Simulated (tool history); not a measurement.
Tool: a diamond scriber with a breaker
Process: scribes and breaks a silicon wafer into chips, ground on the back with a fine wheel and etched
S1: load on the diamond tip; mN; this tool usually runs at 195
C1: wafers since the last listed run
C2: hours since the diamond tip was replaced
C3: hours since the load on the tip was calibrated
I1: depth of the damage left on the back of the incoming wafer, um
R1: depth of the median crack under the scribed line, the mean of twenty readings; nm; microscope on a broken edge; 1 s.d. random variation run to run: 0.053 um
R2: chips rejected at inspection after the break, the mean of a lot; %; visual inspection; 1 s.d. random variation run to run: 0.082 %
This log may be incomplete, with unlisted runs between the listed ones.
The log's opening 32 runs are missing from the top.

run 33 hour=518.6 | S1=141 | C1=22 C2=218.0 C3=138.9 | I1=0.70 | R1=8300 R2=8.37
run 34 hour=527.3 | S1=218 | C1=21 C2=226.7 C3=147.6 | I1=0.42 | R1=9970 R2=1.81
run 35 hour=543.4 | S1=162 | C1=39 C2=242.8 C3=163.7 | I1=0.75 | R1=8720 R2=5.42
run 36 hour=554.3 | S1=195 | C1=26 C2=253.7 C3=174.6 | I1=0.56 | R1=9370 R2=2.31
run 37 hour=565.5 | S1=195 | C1=27 C2=264.9 C3=185.8 | I1=0.32 | R1=9430 R2=2.35
run 38 hour=580.3 | S1=168 | C1=36 C2=279.7 C3=200.6 | I1=0.39 | R1=8880 R2=4.19
run 39 hour=591.7 | S1=246 | C1=27 C2=291.1 C3=212.0 | I1=0.49 | R1=10570 R2=2.54
run 40 hour=600.9 | S1=169 | C1=22 C2=300.3 C3=221.2 | I1=0.48 | R1=8810 R2=4.37
run 41 hour=612.3 | S1=178 | C1=27 C2=311.7 C3=232.6 | I1=0.73 | R1=8990 R2=3.87
run 42 hour=619.3 | S1=225 | C1=17 C2=318.7 C3=239.6 | I1=0.69 | R1=10080 R2=1.85
run 43 hour=634.6 | S1=215 | C1=37 C2=334.0 C3=254.9 | I1=0.71 | R1=9870 R2=1.75

What if the next run were any one of these 3? Each begins from the tool's condition after run 43:
run A hour=635.2 | S1=220 | C1=1 C2=334.6 C3=255.5 | I1=0.44 | R1=? R2=?
run B hour=635.2 | S1=163 | C1=1 C2=334.6 C3=255.5 | I1=0.44 | R1=? R2=?
run C hour=635.2 | S1=161 | C1=1 C2=334.6 C3=255.5 | I1=0.44 | R1=? R2=?

run=A R1=10060 R2=1.77
run=B R1=8720 R2=5.24
run=C R1=8670 R2=5.52
With the hidden condition removed and each run's random variation left untouched, the same runs would have given:
run=A R1=10620 R2=2.40
run=B R1=9210 R2=3.06
run=C R1=9150 R2=3.23

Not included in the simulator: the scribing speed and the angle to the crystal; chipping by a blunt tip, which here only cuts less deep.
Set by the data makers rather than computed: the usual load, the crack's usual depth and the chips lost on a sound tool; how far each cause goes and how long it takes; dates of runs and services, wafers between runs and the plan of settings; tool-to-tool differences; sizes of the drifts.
